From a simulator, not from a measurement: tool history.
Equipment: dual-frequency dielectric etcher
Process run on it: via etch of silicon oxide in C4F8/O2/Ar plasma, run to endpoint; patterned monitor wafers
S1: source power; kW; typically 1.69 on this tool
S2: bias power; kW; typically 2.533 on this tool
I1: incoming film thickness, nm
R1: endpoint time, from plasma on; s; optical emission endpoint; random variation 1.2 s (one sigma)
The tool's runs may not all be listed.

run 1 hour=0 | S1=1.69 S2=2.533 | I1=1135.1 | R1=205.3
run 2 hour=33.1 | S1=1.69 S2=2.533 | I1=1158.4 | R1=208.7
run 3 hour=54.9 | S1=1.69 S2=2.533 | I1=1144.6 | R1=202.7
run 4 hour=98.6 | S1=1.69 S2=2.028 | I1=1134.4 | R1=216.1
run 5 hour=120.7 | S1=1.69 S2=2.028 | I1=1146.8 | R1=219.1
run 6 hour=215.1 | S1=1.69 S2=2.533 | I1=1151.7 | R1=205.4
run 7 hour=240.6 | S1=1.69 S2=2.533 | I1=1150.6 | R1=202.5
-- hour=265.1 upper electrode replaced
-- hour=300.6 wet clean of the chamber
run 8 hour=304.1 | S1=1.69 S2=2.533 | I1=1147.1 | R1=199.6
run 9 hour=331.3 | S1=1.69 S2=2.533 | I1=1141.3 | R1=197.3
run 10 hour=346.7 | S1=1.69 S2=2.533 | I1=1148 | R1=199.2
-- hour=355.7 source power generator calibrated
run 11 hour=361.9 | S1=1.69 S2=2.533 | I1=1147 | R1=199.9
run 12 hour=387 | S1=1.28 S2=2.103 | I1=1144.7 | R1=228
-- hour=421.7 wet clean of the chamber, repeated, since the last time left the tool worse
run 13 hour=422.2 | S1=1.94 S2=2.919 | I1=1154.9 | R1=193.3
run 14 hour=448.2 | S1=1.81 S2=2.815 | I1=1143.6 | R1=197.1
run 15 hour=475.6 | S1=1.35 S2=2.062 | I1=1140.5 | R1=235.3
-- hour=480.8 bias power generator calibrated
run 16 hour=499.1 | S1=1.28 S2=2.995 | I1=1147.2 | R1=218.4
run 17 hour=513.7 | S1=1.57 S2=2.346 | I1=1152.3 | R1=215.6
run 18 hour=527.6 | S1=1.28 S2=1.965 | I1=1140.6 | R1=244.2
run 19 hour=558.2 | S1=2.04 S2=3.126 | I1=1150.6 | R1=184.3
run 20 hour=594.2 | S1=1.69 S2=2.533 | I1=1152.4 | R1=206.4
run 21 hour=616.8 | S1=1.69 S2=2.533 | I1=1141.5 | R1=204.6
run 22 hour=639.5 | S1=1.69 S2=2.965 | I1=1144 | R1=197.4

Pick out some run-to-run changes in R1. Of each, how much would a tool without hidden state show as well, from the settings, what came in and chance, and how much is left for the hidden state and any gauge scatter not in both results compared?
Unlogged tool condition in this case: etch rate over this chamber's usual, %; source power that arrives over what is set, %; bias power that arrives over what is set, %.
Run 7 -> 8: upper electrode replaced, wet clean of the chamber. R1 -2.9 s: hidden state -3.9, all else +1.
Run 12 -> 13: S1 1.28 -> 1.94, S2 2.103 -> 2.919, wet clean of the chamber, repeated, since the last time left the tool worse. R1 -34.7 s: hidden state +12.1, all else -46.8.
Run 14 -> 15: S1 1.81 -> 1.35, S2 2.815 -> 2.062. R1 +38.2 s: hidden state -0.4, all else +38.6.
Run 18 -> 19: S1 1.28 -> 2.04, S2 1.965 -> 3.126. R1 -59.9 s: hidden state +0, all else -59.9.
